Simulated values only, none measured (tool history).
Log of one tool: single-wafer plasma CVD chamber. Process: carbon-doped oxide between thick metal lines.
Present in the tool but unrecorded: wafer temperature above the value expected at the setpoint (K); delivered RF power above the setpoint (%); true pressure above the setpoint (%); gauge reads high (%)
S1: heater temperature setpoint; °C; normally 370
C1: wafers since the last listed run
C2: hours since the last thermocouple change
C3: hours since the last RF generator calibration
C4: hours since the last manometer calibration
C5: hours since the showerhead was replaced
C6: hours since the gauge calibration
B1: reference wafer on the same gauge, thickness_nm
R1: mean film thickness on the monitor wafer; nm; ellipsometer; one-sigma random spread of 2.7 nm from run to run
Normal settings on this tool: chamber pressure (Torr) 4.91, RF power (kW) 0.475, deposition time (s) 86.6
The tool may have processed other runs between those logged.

run 1 day=0.000 | S1=370 chamber_pressure_(Torr)=4.91 RF_power_(kW)=0.475 deposition_time_(s)=86.6 | C1=0 C2=1828.1 C3=280.6 C4=653.7 C5=5382.6 C6=1.1 | B1=519.130 | R1=465.836
run 2 day=2.683 | S1=370 chamber_pressure_(Torr)=4.54 RF_power_(kW)=0.475 deposition_time_(s)=86.6 | C1=842 C2=1892.5 C3=345.0 C4=718.1 C5=5447.0 C6=65.5 | B1=518.031 | R1=464.949
run 3 day=4.683 | S1=370 chamber_pressure_(Torr)=4.91 RF_power_(kW)=0.475 deposition_time_(s)=86.6 | C1=628 C2=1940.5 C3=393.0 C4=766.1 C5=5495.0 C6=113.5 | B1=519.903 | R1=470.338
run 4 day=7.238 | S1=370 chamber_pressure_(Torr)=4.91 RF_power_(kW)=0.475 deposition_time_(s)=86.6 | C1=802 C2=2001.8 C3=454.3 C4=827.4 C5=5556.3 C6=174.8 | B1=519.979 | R1=469.601
run 5 day=8.367 | S1=370 chamber_pressure_(Torr)=4.91 RF_power_(kW)=0.475 deposition_time_(s)=86.6 | C1=354 C2=2028.9 C3=481.4 C4=854.5 C5=5583.4 C6=201.9 | B1=519.717 | R1=474.238
run 6 day=11.054 | S1=370 chamber_pressure_(Torr)=4.91 RF_power_(kW)=0.475 deposition_time_(s)=86.6 | C1=844 C2=2093.4 C3=545.9 C4=919.0 C5=5647.9 C6=266.4 | B1=517.746 | R1=469.458
run 7 day=17.779 | S1=370 chamber_pressure_(Torr)=4.91 RF_power_(kW)=0.475 deposition_time_(s)=86.6 | C1=2112 C2=2254.8 C3=707.3 C4=1080.4 C5=5809.3 C6=427.8 | B1=518.503 | R1=472.477
-- day=20.567 showerhead replaced
run 8 day=20.625 | S1=370 chamber_pressure_(Torr)=4.91 RF_power_(kW)=0.475 deposition_time_(s)=86.6 | C1=789 C2=2323.1 C3=775.6 C4=1148.7 C5=1.4 C6=496.1 | B1=518.748 | R1=469.278
run 9 day=22.067 | S1=370 chamber_pressure_(Torr)=4.91 RF_power_(kW)=0.475 deposition_time_(s)=86.6 | C1=452 C2=2357.7 C3=810.2 C4=1183.3 C5=36.0 C6=530.7 | B1=520.088 | R1=472.077
-- day=23.429 thermocouple changed; heater temperature recalibrated
run 10 day=23.450 | S1=370 chamber_pressure_(Torr)=4.91 RF_power_(kW)=0.475 deposition_time_(s)=80.7 | C1=329 C2=0.5 C3=843.4 C4=1216.5 C5=69.2 C6=563.9 | B1=519.052 | R1=438.207
run 11 day=25.400 | S1=370 chamber_pressure_(Torr)=3.89 RF_power_(kW)=0.475 deposition_time_(s)=93.9 | C1=612 C2=47.3 C3=890.2 C4=1263.3 C5=116.0 C6=610.7 | B1=519.382 | R1=485.915
-- day=27.338 capacitance manometer re-zeroed and calibrated
run 12 day=27.583 | S1=383 chamber_pressure_(Torr)=5.27 RF_power_(kW)=0.475 deposition_time_(s)=97.1 | C1=581 C2=99.7 C3=942.6 C4=5.9 C5=168.4 C6=663.1 | B1=517.995 | R1=520.275
run 13 day=29.179 | S1=370 chamber_pressure_(Torr)=4.17 RF_power_(kW)=0.475 deposition_time_(s)=72.4 | C1=501 C2=138.0 C3=980.9 C4=44.2 C5=206.7 C6=701.4 | B1=518.635 | R1=379.857
run 14 day=30.633 | S1=370 chamber_pressure_(Torr)=3.92 RF_power_(kW)=0.420 deposition_time_(s)=99.0 | C1=456 C2=172.9 C3=1015.8 C4=79.1 C5=241.6 C6=736.3 | B1=520.091 | R1=456.143
-- day=31.725 RF generator calibrated
run 15 day=32.025 | S1=370 chamber_pressure_(Torr)=4.91 RF_power_(kW)=0.475 deposition_time_(s)=86.6 | C1=332 C2=206.3 C3=7.2 C4=112.5 C5=275.0 C6=769.7 | B1=519.240 | R1=474.684
run 16 day=33.425 | S1=370 chamber_pressure_(Torr)=4.91 RF_power_(kW)=0.475 deposition_time_(s)=86.6 | C1=439 C2=239.9 C3=40.8 C4=146.1 C5=308.6 C6=803.3 | B1=518.243 | R1=469.913
-- day=39.754 gauge calibrated
run 17 day=41.175 | S1=370 chamber_pressure_(Torr)=4.91 RF_power_(kW)=0.475 deposition_time_(s)=86.6 | C1=2434 C2=425.9 C3=226.8 C4=332.1 C5=494.6 C6=34.1 | B1=518.281 | R1=468.490
run 18 day=43.412 | S1=384 chamber_pressure_(Torr)=4.91 RF_power_(kW)=0.475 deposition_time_(s)=86.6 | C1=702 C2=479.6 C3=280.5 C4=385.8 C5=548.3 C6=87.8 | B1=518.954 | R1=455.601
run 19 day=46.188 | S1=370 chamber_pressure_(Torr)=4.91 RF_power_(kW)=0.475 deposition_time_(s)=86.6 | C1=871 C2=546.2 C3=347.1 C4=452.4 C5=614.9 C6=154.4 | B1=518.998 | R1=466.516
run 20 day=47.292 | S1=363 chamber_pressure_(Torr)=4.56 RF_power_(kW)=0.475 deposition_time_(s)=103.1 | C1=346 C2=572.7 C3=373.6 C4=478.9 C5=641.4 C6=180.9 | B1=518.393 | R1=562.054
run 21 day=48.750 | S1=361 chamber_pressure_(Torr)=3.76 RF_power_(kW)=0.510 deposition_time_(s)=95.5 | C1=458 C2=607.7 C3=408.6 C4=513.9 C5=676.4 C6=215.9 | B1=518.085 | R1=531.638
run 22 day=50.112 | S1=370 chamber_pressure_(Torr)=4.91 RF_power_(kW)=0.475 deposition_time_(s)=86.6 | C1=427 C2=640.4 C3=441.3 C4=546.6 C5=709.1 C6=248.6 | B1=518.800 | R1=467.542
run 23 day=52.554 | S1=378 chamber_pressure_(Torr)=5.98 RF_power_(kW)=0.475 deposition_time_(s)=86.6 | C1=766 C2=699.0 C3=499.9 C4=605.2 C5=767.7 C6=307.2 | B1=518.419 | R1=482.293
run 24 day=54.708 | S1=384 chamber_pressure_(Torr)=4.91 RF_power_(kW)=0.510 deposition_time_(s)=81.1 | C1=676 C2=750.7 C3=551.6 C4=656.9 C5=819.4 C6=358.9 | B1=519.137 | R1=451.724
run 25 day=57.438 | S1=384 chamber_pressure_(Torr)=4.91 RF_power_(kW)=0.510 deposition_time_(s)=81.1 | C1=857 C2=816.2 C3=617.1 C4=722.4 C5=884.9 C6=424.4 | B1=518.132 | R1=448.501
run 26 day=58.592 | S1=370 chamber_pressure_(Torr)=3.79 RF_power_(kW)=0.475 deposition_time_(s)=73.9 | C1=362 C2=843.9 C3=644.8 C4=750.1 C5=912.6 C6=452.1 | B1=518.919 | R1=380.783
run 27 day=60.571 | S1=359 chamber_pressure_(Torr)=6.07 RF_power_(kW)=0.550 deposition_time_(s)=86.6 | C1=621 C2=891.4 C3=692.3 C4=797.6 C5=960.1 C6=499.6 | B1=519.511 | R1=563.995
run 28 day=63.275 | S1=378 chamber_pressure_(Torr)=5.40 RF_power_(kW)=0.425 deposition_time_(s)=102.4 | C1=849 C2=956.3 C3=757.2 C4=862.5 C5=1025.0 C6=564.5 | B1=519.552 | R1=494.550

Here are 4 independent what-if runs from the current tool condition. What would each one return?
run A day=63.292 | S1=370 chamber_pressure_(Torr)=4.91 RF_power_(kW)=0.475 deposition_time_(s)=95.5 | C1=5 C2=956.7 C3=757.6 C4=862.9 C5=1025.4 C6=564.9 | B1=? | R1=?
run B day=63.292 | S1=384 chamber_pressure_(Torr)=4.91 RF_power_(kW)=0.540 deposition_time_(s)=86.6 | C1=5 C2=956.7 C3=757.6 C4=862.9 C5=1025.4 C6=564.9 | B1=? | R1=?
run C day=63.292 | S1=370 chamber_pressure_(Torr)=5.28 RF_power_(kW)=0.565 deposition_time_(s)=86.6 | C1=5 C2=956.7 C3=757.6 C4=862.9 C5=1025.4 C6=564.9 | B1=? | R1=?
run D day=63.292 | S1=362 chamber_pressure_(Torr)=5.29 RF_power_(kW)=0.405 deposition_time_(s)=86.6 | C1=5 C2=956.7 C3=757.6 C4=862.9 C5=1025.4 C6=564.9 | B1=? | R1=?

run=A B1=519.333 R1=513.850
run=B B1=519.333 R1=502.812
run=C B1=519.333 R1=545.152
run=D B1=519.333 R1=411.542
The same runs, with their run-to-run variation unchanged, on a tool lacking any hidden condition would have given:
run=A R1=513.850
run=B R1=502.812
run=C R1=545.152
run=D R1=411.542
